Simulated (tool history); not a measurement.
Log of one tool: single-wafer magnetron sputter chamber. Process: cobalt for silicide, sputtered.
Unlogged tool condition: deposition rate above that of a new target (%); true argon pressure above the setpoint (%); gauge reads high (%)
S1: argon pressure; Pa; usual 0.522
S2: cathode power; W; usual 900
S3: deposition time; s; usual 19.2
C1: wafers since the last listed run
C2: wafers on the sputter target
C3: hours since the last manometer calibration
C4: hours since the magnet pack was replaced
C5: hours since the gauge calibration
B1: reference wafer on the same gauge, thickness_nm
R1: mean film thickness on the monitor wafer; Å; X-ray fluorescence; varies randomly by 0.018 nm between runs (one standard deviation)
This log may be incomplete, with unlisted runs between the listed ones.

run,hour,S1,S2,S3,C1,C2,C3,C4,C5,B1,R1
1,0.0,0.522,900,19.2,0,4736,1885.3,9145.8,611.6,8.962,79.69
2,44.8,0.522,900,19.2,900,5637,1930.1,9190.6,656.4,8.974,80.11
# hour 94.8: gauge calibrated
# hour 142.7: sputter target and shields replaced
3,143.2,0.522,900,19.2,1816,9,2028.5,9289.0,48.4,8.962,80.01
4,202.8,0.522,900,19.2,1197,1207,2088.1,9348.6,108.0,8.946,79.91
5,273.8,0.522,900,19.2,1426,2633,2159.1,9419.6,179.0,8.954,79.64
6,365.7,0.522,900,18.1,1846,4480,2251.0,9511.5,270.9,8.960,75.57
7,428.2,0.522,900,19.2,1255,5736,2313.5,9574.0,333.4,8.959,80.09
8,491.0,0.522,900,19.2,1261,6997,2376.3,9636.8,396.2,8.951,80.20
# hour 524.6: sputter target and shields replaced
# hour 530.6: capacitance manometer re-zeroed and calibrated
# hour 531.5: magnet pack replaced
9,586.7,0.522,900,19.2,1623,1109,56.1,55.2,491.9,8.955,78.02
10,638.3,0.522,1050,19.2,1036,2146,107.7,106.8,543.5,8.960,86.23
11,703.9,0.680,950,22.7,1318,3464,173.3,172.4,609.1,8.962,92.06
# hour 736.3: gauge calibrated
12,781.1,0.457,800,22.9,1551,5015,250.5,249.6,44.8,8.957,89.65
13,842.7,0.522,900,19.2,1237,6253,312.1,311.2,106.4,8.963,78.63
# hour 870.9: sputter target and shields replaced
14,1046.7,0.369,1000,16.4,3938,3533,516.1,515.2,310.4,8.955,74.57
15,1129.5,0.370,800,17.9,1663,5197,598.9,598.0,393.2,8.960,71.95
16,1175.8,0.575,1050,21.2,930,6127,645.2,644.3,439.5,8.972,94.26
17,1266.2,0.522,900,18.2,1816,7943,735.6,734.7,529.9,8.968,75.33
# hour 1286.4: sputter target and shields replaced
18,1338.8,0.522,900,19.2,1298,1053,808.2,807.3,602.5,8.958,79.48

Forecast each of these 5 alternatives for the next run:
A,1339.2,0.522,900,19.2,8,1061,808.6,807.7,602.9,?,?
B,1339.2,0.522,800,19.2,8,1061,808.6,807.7,602.9,?,?
C,1339.2,0.522,900,17.9,8,1061,808.6,807.7,602.9,?,?
D,1339.2,0.522,750,15.8,8,1061,808.6,807.7,602.9,?,?
E,1339.2,0.599,800,19.2,8,1061,808.6,807.7,602.9,?,?

run,B1,R1
A,8.961,79.45
B,8.961,74.53
C,8.961,74.07
D,8.961,59.31
E,8.961,73.07
Take away the tool's hidden state, keep each run's random variation, and the runs would have read:
run,R1
A,78.50
B,73.64
C,73.18
D,58.60
E,72.09
